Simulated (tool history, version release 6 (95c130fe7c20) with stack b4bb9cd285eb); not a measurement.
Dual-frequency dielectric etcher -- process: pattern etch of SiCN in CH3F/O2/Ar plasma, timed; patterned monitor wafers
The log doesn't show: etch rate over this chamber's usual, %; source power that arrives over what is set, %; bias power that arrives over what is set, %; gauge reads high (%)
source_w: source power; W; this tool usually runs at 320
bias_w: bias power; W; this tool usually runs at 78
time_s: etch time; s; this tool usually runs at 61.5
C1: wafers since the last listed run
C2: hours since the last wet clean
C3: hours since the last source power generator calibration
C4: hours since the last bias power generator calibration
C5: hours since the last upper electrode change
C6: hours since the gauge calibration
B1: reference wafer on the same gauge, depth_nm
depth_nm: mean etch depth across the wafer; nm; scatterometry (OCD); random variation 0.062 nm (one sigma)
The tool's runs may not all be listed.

run 1 hour=0.0 | source_w=320 bias_w=78 time_s=50.5 | C1=0 C2=298.3 C3=4967.8 C4=1866.7 C5=4467.7 C6=308.5 | B1=18.72 | depth_nm=18.88
run 2 hour=14.1 | source_w=320 bias_w=78 time_s=50.5 | C1=155 C2=312.4 C3=4981.9 C4=1880.8 C5=4481.8 C6=322.6 | B1=18.70 | depth_nm=18.92
-- hour=57.5 source power generator calibrated
-- hour=85.1 wet clean of the chamber
run 3 hour=85.6 | source_w=320 bias_w=78 time_s=50.5 | C1=480 C2=0.5 C3=28.1 C4=1952.3 C5=4553.3 C6=394.1 | B1=18.70 | depth_nm=18.62
run 4 hour=85.9 | source_w=320 bias_w=78 time_s=52.5 | C1=3 C2=0.8 C3=28.4 C4=1952.6 C5=4553.6 C6=394.4 | B1=18.72 | depth_nm=19.29
run 5 hour=93.7 | source_w=360 bias_w=78 time_s=61.5 | C1=86 C2=8.6 C3=36.2 C4=1960.4 C5=4561.4 C6=402.2 | B1=18.71 | depth_nm=24.32
run 6 hour=102.9 | source_w=300 bias_w=78 time_s=61.5 | C1=101 C2=17.8 C3=45.4 C4=1969.6 C5=4570.6 C6=411.4 | B1=18.68 | depth_nm=21.96
-- hour=109.9 bias power generator calibrated
run 7 hour=115.2 | source_w=300 bias_w=78 time_s=61.5 | C1=91 C2=30.1 C3=57.7 C4=5.3 C5=4582.9 C6=423.7 | B1=18.69 | depth_nm=21.82
run 8 hour=131.7 | source_w=380 bias_w=78 time_s=61.5 | C1=182 C2=46.6 C3=74.2 C4=21.8 C5=4599.4 C6=440.2 | B1=18.70 | depth_nm=25.02
run 9 hour=160.1 | source_w=270 bias_w=70 time_s=44.0 | C1=313 C2=75.0 C3=102.6 C4=50.2 C5=4627.8 C6=468.6 | B1=18.70 | depth_nm=13.92
run 10 hour=169.7 | source_w=260 bias_w=96 time_s=61.5 | C1=106 C2=84.6 C3=112.2 C4=59.8 C5=4637.4 C6=478.2 | B1=18.72 | depth_nm=21.88
run 11 hour=186.1 | source_w=390 bias_w=88 time_s=55.0 | C1=181 C2=101.0 C3=128.6 C4=76.2 C5=4653.8 C6=494.6 | B1=18.70 | depth_nm=24.11
run 12 hour=196.8 | source_w=390 bias_w=78 time_s=43.5 | C1=118 C2=111.7 C3=139.3 C4=86.9 C5=4664.5 C6=505.3 | B1=18.68 | depth_nm=18.13
-- hour=197.6 gauge calibrated
run 13 hour=214.5 | source_w=390 bias_w=84 time_s=61.5 | C1=195 C2=129.4 C3=157.0 C4=104.6 C5=4682.2 C6=16.9 | B1=18.71 | depth_nm=26.34
run 14 hour=223.7 | source_w=320 bias_w=78 time_s=61.5 | C1=101 C2=138.6 C3=166.2 C4=113.8 C5=4691.4 C6=26.1 | B1=18.70 | depth_nm=22.91
-- hour=255.7 upper electrode replaced
run 15 hour=256.2 | source_w=250 bias_w=72 time_s=75.5 | C1=93 C2=171.1 C3=198.7 C4=146.3 C5=0.5 C6=58.6 | B1=18.71 | depth_nm=23.04
run 16 hour=256.5 | source_w=400 bias_w=70 time_s=61.5 | C1=3 C2=171.4 C3=199.0 C4=146.6 C5=0.8 C6=58.9 | B1=18.69 | depth_nm=24.73
run 17 hour=264.1 | source_w=280 bias_w=78 time_s=54.5 | C1=83 C2=179.0 C3=206.6 C4=154.2 C5=8.4 C6=66.5 | B1=18.71 | depth_nm=18.67
run 18 hour=278.2 | source_w=280 bias_w=64 time_s=61.5 | C1=155 C2=193.1 C3=220.7 C4=168.3 C5=22.5 C6=80.6 | B1=18.69 | depth_nm=19.20
run 19 hour=286.8 | source_w=320 bias_w=78 time_s=61.5 | C1=95 C2=201.7 C3=229.3 C4=176.9 C5=31.1 C6=89.2 | B1=18.72 | depth_nm=23.04
run 20 hour=293.4 | source_w=290 bias_w=68 time_s=50.5 | C1=72 C2=208.3 C3=235.9 C4=183.5 C5=37.7 C6=95.8 | B1=18.69 | depth_nm=16.66
run 21 hour=304.3 | source_w=320 bias_w=68 time_s=54.5 | C1=120 C2=219.2 C3=246.8 C4=194.4 C5=48.6 C6=106.7 | B1=18.69 | depth_nm=19.16
run 22 hour=314.7 | source_w=320 bias_w=78 time_s=68.0 | C1=114 C2=229.6 C3=257.2 C4=204.8 C5=59.0 C6=117.1 | B1=18.70 | depth_nm=25.44
run 23 hour=331.2 | source_w=290 bias_w=78 time_s=61.5 | C1=182 C2=246.1 C3=273.7 C4=221.3 C5=75.5 C6=133.6 | B1=18.70 | depth_nm=21.71
run 24 hour=341.5 | source_w=370 bias_w=78 time_s=56.5 | C1=113 C2=256.4 C3=284.0 C4=231.6 C5=85.8 C6=143.9 | B1=18.69 | depth_nm=22.98
run 25 hour=349.0 | source_w=320 bias_w=94 time_s=47.5 | C1=82 C2=263.9 C3=291.5 C4=239.1 C5=93.3 C6=151.4 | B1=18.71 | depth_nm=19.28
run 26 hour=359.6 | source_w=320 bias_w=94 time_s=47.5 | C1=117 C2=274.5 C3=302.1 C4=249.7 C5=103.9 C6=162.0 | B1=18.69 | depth_nm=19.31
run 27 hour=368.4 | source_w=320 bias_w=78 time_s=66.5 | C1=97 C2=283.3 C3=310.9 C4=258.5 C5=112.7 C6=170.8 | B1=18.70 | depth_nm=24.81
run 28 hour=377.9 | source_w=260 bias_w=96 time_s=61.5 | C1=104 C2=292.8 C3=320.4 C4=268.0 C5=122.2 C6=180.3 | B1=18.71 | depth_nm=22.30
run 29 hour=392.4 | source_w=320 bias_w=84 time_s=61.5 | C1=160 C2=307.3 C3=334.9 C4=282.5 C5=136.7 C6=194.8 | B1=18.72 | depth_nm=23.77
run 30 hour=401.6 | source_w=280 bias_w=69 time_s=66.0 | C1=101 C2=316.5 C3=344.1 C4=291.7 C5=145.9 C6=204.0 | B1=18.71 | depth_nm=21.51

What if the next run were any one of these 4? Each begins from the tool's condition after run 30:
run A hour=402.0 | source_w=320 bias_w=78 time_s=61.5 | C1=4 C2=316.9 C3=344.5 C4=292.1 C5=146.3 C6=204.4 | B1=? | depth_nm=?
run B hour=402.0 | source_w=360 bias_w=62 time_s=61.5 | C1=4 C2=316.9 C3=344.5 C4=292.1 C5=146.3 C6=204.4 | B1=? | depth_nm=?
run C hour=402.0 | source_w=320 bias_w=90 time_s=72.5 | C1=4 C2=316.9 C3=344.5 C4=292.1 C5=146.3 C6=204.4 | B1=? | depth_nm=?
run D hour=402.0 | source_w=320 bias_w=92 time_s=61.5 | C1=4 C2=316.9 C3=344.5 C4=292.1 C5=146.3 C6=204.4 | B1=? | depth_nm=?

run=A B1=18.70 depth_nm=23.08
run=B B1=18.70 depth_nm=22.31
run=C B1=18.70 depth_nm=29.02
run=D B1=18.70 depth_nm=24.86
Take away the tool's hidden state, keep each run's random variation, and the runs would have read:
run=A depth_nm=22.72
run=B depth_nm=21.97
run=C depth_nm=28.57
run=D depth_nm=24.47
